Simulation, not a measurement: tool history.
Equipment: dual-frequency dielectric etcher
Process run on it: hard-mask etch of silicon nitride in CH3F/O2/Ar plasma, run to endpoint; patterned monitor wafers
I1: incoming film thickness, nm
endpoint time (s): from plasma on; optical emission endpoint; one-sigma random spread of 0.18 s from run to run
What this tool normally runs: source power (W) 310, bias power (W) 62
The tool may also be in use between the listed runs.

{"run": 1, "day": 0.0, "source power (W)": 310, "bias power (W)": 62, "I1": 32.81, "endpoint time (s)": 59.8}
{"run": 2, "day": 0.671, "source power (W)": 310, "bias power (W)": 62, "I1": 33.26, "endpoint time (s)": 60.8}
{"run": 3, "day": 0.933, "source power (W)": 310, "bias power (W)": 62, "I1": 32.69, "endpoint time (s)": 59.8}
{"run": 4, "day": 1.467, "source power (W)": 260, "bias power (W)": 69, "I1": 33.08, "endpoint time (s)": 65.4}
{"run": 5, "day": 1.833, "source power (W)": 310, "bias power (W)": 49, "I1": 32.74, "endpoint time (s)": 64.8}
{"run": 6, "day": 2.421, "source power (W)": 310, "bias power (W)": 70, "I1": 33.0, "endpoint time (s)": 58.2}
{"run": 7, "day": 3.121, "source power (W)": 310, "bias power (W)": 70, "I1": 32.86, "endpoint time (s)": 57.5}
{"day": 3.425, "done": "source power generator calibrated"}
{"run": 8, "day": 3.446, "source power (W)": 310, "bias power (W)": 70, "I1": 32.99, "endpoint time (s)": 58.2}
{"run": 9, "day": 4.071, "source power (W)": 310, "bias power (W)": 62, "I1": 33.13, "endpoint time (s)": 60.8}
{"run": 10, "day": 4.454, "source power (W)": 310, "bias power (W)": 72, "I1": 32.81, "endpoint time (s)": 57.4}
{"run": 11, "day": 4.838, "source power (W)": 310, "bias power (W)": 62, "I1": 32.77, "endpoint time (s)": 60.1}
{"run": 12, "day": 5.467, "source power (W)": 310, "bias power (W)": 62, "I1": 32.64, "endpoint time (s)": 60.1}
{"run": 13, "day": 5.971, "source power (W)": 260, "bias power (W)": 62, "I1": 32.99, "endpoint time (s)": 67.8}
{"day": 7.408, "done": "bias power generator calibrated"}
{"run": 14, "day": 8.05, "source power (W)": 310, "bias power (W)": 62, "I1": 33.23, "endpoint time (s)": 61.4}
{"day": 9.658, "done": "wet clean of the chamber"}
{"run": 15, "day": 9.679, "source power (W)": 310, "bias power (W)": 62, "I1": 33.15, "endpoint time (s)": 59.6}
{"run": 16, "day": 9.692, "source power (W)": 310, "bias power (W)": 62, "I1": 32.67, "endpoint time (s)": 59.1}
{"run": 17, "day": 9.804, "source power (W)": 290, "bias power (W)": 57, "I1": 33.05, "endpoint time (s)": 63.7}
{"run": 18, "day": 10.362, "source power (W)": 350, "bias power (W)": 50, "I1": 33.17, "endpoint time (s)": 60.0}
{"run": 19, "day": 10.733, "source power (W)": 260, "bias power (W)": 56, "I1": 32.85, "endpoint time (s)": 68.7}
{"run": 20, "day": 11.233, "source power (W)": 250, "bias power (W)": 75, "I1": 33.15, "endpoint time (s)": 64.1}
{"run": 21, "day": 11.612, "source power (W)": 310, "bias power (W)": 55, "I1": 32.9, "endpoint time (s)": 61.7}
{"run": 22, "day": 12.05, "source power (W)": 240, "bias power (W)": 62, "I1": 32.63, "endpoint time (s)": 70.0}
{"run": 23, "day": 12.733, "source power (W)": 380, "bias power (W)": 62, "I1": 32.81, "endpoint time (s)": 52.5}
{"day": 13.742, "done": "upper electrode replaced"}
{"run": 24, "day": 13.762, "source power (W)": 330, "bias power (W)": 62, "I1": 32.53, "endpoint time (s)": 56.6}
{"run": 25, "day": 13.775, "source power (W)": 310, "bias power (W)": 66, "I1": 32.82, "endpoint time (s)": 58.1}
{"run": 26, "day": 14.325, "source power (W)": 260, "bias power (W)": 62, "I1": 33.12, "endpoint time (s)": 67.1}
{"run": 27, "day": 15.046, "source power (W)": 350, "bias power (W)": 56, "I1": 32.68, "endpoint time (s)": 56.9}
{"run": 28, "day": 15.908, "source power (W)": 260, "bias power (W)": 73, "I1": 32.99, "endpoint time (s)": 63.4}
{"run": 29, "day": 16.229, "source power (W)": 310, "bias power (W)": 53, "I1": 33.08, "endpoint time (s)": 63.2}
{"run": 30, "day": 16.954, "source power (W)": 370, "bias power (W)": 62, "I1": 32.95, "endpoint time (s)": 53.8}
{"run": 31, "day": 17.575, "source power (W)": 310, "bias power (W)": 70, "I1": 32.77, "endpoint time (s)": 57.2}
{"run": 32, "day": 18.3, "source power (W)": 310, "bias power (W)": 62, "I1": 32.65, "endpoint time (s)": 59.0}
{"run": 33, "day": 18.829, "source power (W)": 310, "bias power (W)": 76, "I1": 32.6, "endpoint time (s)": 55.5}
{"run": 34, "day": 21.021, "source power (W)": 360, "bias power (W)": 49, "I1": 32.99, "endpoint time (s)": 59.5}
{"run": 35, "day": 21.562, "source power (W)": 270, "bias power (W)": 77, "I1": 32.83, "endpoint time (s)": 60.7}

Consider 4 possible next runs. They are alternatives, not a sequence: every one starts from the tool as it was left by run 35. What does each give?
{"run": "A", "day": 21.579, "source power (W)": 310, "bias power (W)": 68, "I1": 32.77, "endpoint time (s)": "?"}
{"run": "B", "day": 21.579, "source power (W)": 260, "bias power (W)": 50, "I1": 32.77, "endpoint time (s)": "?"}
{"run": "C", "day": 21.579, "source power (W)": 340, "bias power (W)": 51, "I1": 32.77, "endpoint time (s)": "?"}
{"run": "D", "day": 21.579, "source power (W)": 290, "bias power (W)": 69, "I1": 32.77, "endpoint time (s)": "?"}

run=A endpoint_time_(s)=57.8
run=B endpoint_time_(s)=72.0
run=C endpoint_time_(s)=60.3
run=D endpoint_time_(s)=59.9
Without the tool's hidden state the same runs would have given:
run=A endpoint_time_(s)=57.0
run=B endpoint_time_(s)=71.0
run=C endpoint_time_(s)=59.5
run=D endpoint_time_(s)=59.1
